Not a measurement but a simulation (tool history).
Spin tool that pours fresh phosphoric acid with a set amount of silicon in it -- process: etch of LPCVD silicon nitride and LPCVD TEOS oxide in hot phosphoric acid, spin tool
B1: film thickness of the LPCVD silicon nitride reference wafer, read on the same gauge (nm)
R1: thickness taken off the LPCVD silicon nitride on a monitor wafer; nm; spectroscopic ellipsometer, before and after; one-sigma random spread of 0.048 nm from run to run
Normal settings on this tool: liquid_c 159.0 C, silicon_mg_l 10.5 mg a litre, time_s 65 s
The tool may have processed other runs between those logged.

{"run": 1, "hour": 0.0, "liquid_c": 159.0, "silicon_mg_l": 10.5, "time_s": 65, "B1": 30.01, "R1": 6.55}
{"run": 2, "hour": 88.8, "liquid_c": 159.0, "silicon_mg_l": 10.5, "time_s": 65, "B1": 29.99, "R1": 6.49}
{"run": 3, "hour": 313.4, "liquid_c": 159.0, "silicon_mg_l": 10.5, "time_s": 65, "B1": 30.02, "R1": 6.46}
{"run": 4, "hour": 378.5, "liquid_c": 160.0, "silicon_mg_l": 10.5, "time_s": 65, "B1": 29.98, "R1": 6.58}
{"run": 5, "hour": 425.7, "liquid_c": 160.0, "silicon_mg_l": 10.5, "time_s": 65, "B1": 29.99, "R1": 6.69}
{"run": 6, "hour": 503.3, "liquid_c": 159.0, "silicon_mg_l": 10.5, "time_s": 65, "B1": 30.04, "R1": 6.41}
{"run": 7, "hour": 544.6, "liquid_c": 159.0, "silicon_mg_l": 10.5, "time_s": 65, "B1": 30.01, "R1": 6.39}
{"run": 8, "hour": 629.4, "liquid_c": 156.5, "silicon_mg_l": 13.0, "time_s": 40, "B1": 29.97, "R1": 3.58}
{"run": 9, "hour": 709.9, "liquid_c": 159.0, "silicon_mg_l": 10.5, "time_s": 65, "B1": 30.0, "R1": 6.38}
{"run": 10, "hour": 774.2, "liquid_c": 159.0, "silicon_mg_l": 3.0, "time_s": 75, "B1": 30.0, "R1": 7.36}
{"run": 11, "hour": 875.7, "liquid_c": 159.0, "silicon_mg_l": 10.5, "time_s": 65, "B1": 29.98, "R1": 6.41}
{"run": 12, "hour": 923.5, "liquid_c": 159.0, "silicon_mg_l": 10.5, "time_s": 65, "B1": 29.99, "R1": 6.44}
{"run": 13, "hour": 1031.2, "liquid_c": 159.0, "silicon_mg_l": 14.5, "time_s": 65, "B1": 30.02, "R1": 6.4}
{"run": 14, "hour": 1090.1, "liquid_c": 161.5, "silicon_mg_l": 6.5, "time_s": 55, "B1": 30.0, "R1": 5.99}

Not shown: 4 entries that the log had between the listed runs. Between which runs, and how does the tool's hidden state differ before and after?
From run 5 to run 6: thermometer replaced (hour 443.9); gauge calibrated (hour 486.1)
  both runs share identical hidden conditions
From run 6 to run 7: dissolved silicon flow meter replaced (hour 524.6)
  both runs share identical hidden conditions
From run 7 to run 8: heated supply line repaired (hour 604.5)
  both runs share identical hidden conditions

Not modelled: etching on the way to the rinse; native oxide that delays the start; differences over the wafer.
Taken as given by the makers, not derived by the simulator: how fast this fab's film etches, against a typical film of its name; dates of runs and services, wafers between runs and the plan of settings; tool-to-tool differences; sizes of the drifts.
